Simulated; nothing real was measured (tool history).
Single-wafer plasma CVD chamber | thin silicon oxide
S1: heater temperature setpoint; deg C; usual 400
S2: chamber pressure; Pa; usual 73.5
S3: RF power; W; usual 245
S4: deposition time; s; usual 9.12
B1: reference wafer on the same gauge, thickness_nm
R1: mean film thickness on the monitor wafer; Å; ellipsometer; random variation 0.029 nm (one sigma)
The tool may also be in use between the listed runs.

run,hour,S1,S2,S3,S4,B1,R1
1,0.0,400,73.5,245,9.12,9.701,104.12
2,47.5,400,73.5,245,9.12,9.697,104.78
3,82.5,400,73.5,245,9.12,9.704,104.17
4,127.1,400,64.0,235,9.12,9.705,89.63
5,191.8,400,64.0,235,9.12,9.702,88.63
6,256.1,400,73.5,245,9.12,9.702,104.06
7,317.3,400,66.9,245,9.12,9.700,95.12
8,378.6,400,73.5,245,9.12,9.699,104.11
9,423.7,400,73.5,245,9.12,9.704,104.05
10,493.4,400,73.5,245,9.12,9.704,103.77
11,540.3,400,73.5,245,9.12,9.696,103.43
12,597.6,400,64.0,235,9.12,9.698,89.20
13,626.5,414,66.7,275,8.54,9.699,92.24
# hour 669.2: showerhead replaced
# hour 673.9: thermocouple changed; heater temperature recalibrated
# hour 679.5: RF generator calibrated
14,734.1,415,73.5,245,7.46,9.697,85.87
15,797.0,400,73.5,245,9.12,9.702,106.19
# hour 817.0: gauge calibrated
16,855.1,400,73.5,245,9.12,9.697,106.19
# hour 874.4: capacitance manometer re-zeroed and calibrated
17,895.4,400,73.5,245,9.12,9.703,106.19
18,936.4,400,73.5,245,9.12,9.704,105.74
19,975.4,400,73.5,245,9.12,9.705,105.41
20,1010.8,400,73.5,245,7.40,9.694,85.57
21,1100.2,400,73.5,285,7.34,9.703,90.65
22,1154.7,400,90.9,290,8.28,9.703,126.70
23,1213.8,400,83.5,295,9.12,9.698,128.73
24,1254.2,400,73.5,245,9.12,9.703,104.85
25,1312.7,414,73.5,245,9.67,9.698,109.99
26,1379.4,400,59.6,285,9.12,9.696,91.39
27,1429.7,400,73.5,245,9.96,9.700,113.38
28,1467.5,386,68.1,245,9.12,9.698,97.46

Forecast each of these 5 alternatives for the next run:
A,1467.9,400,73.5,245,10.54,?,?
B,1467.9,400,64.5,245,8.46,?,?
C,1467.9,391,73.5,200,9.12,?,?
D,1467.9,391,73.5,205,9.12,?,?
E,1467.9,408,73.5,245,9.12,?,?

run,B1,R1
A,9.698,120.72
B,9.698,85.24
C,9.698,95.13
D,9.698,96.33
E,9.698,103.91
Without the tool's hidden state the same runs would have given:
run,R1
A,124.50
B,87.91
C,98.35
D,99.59
E,107.16

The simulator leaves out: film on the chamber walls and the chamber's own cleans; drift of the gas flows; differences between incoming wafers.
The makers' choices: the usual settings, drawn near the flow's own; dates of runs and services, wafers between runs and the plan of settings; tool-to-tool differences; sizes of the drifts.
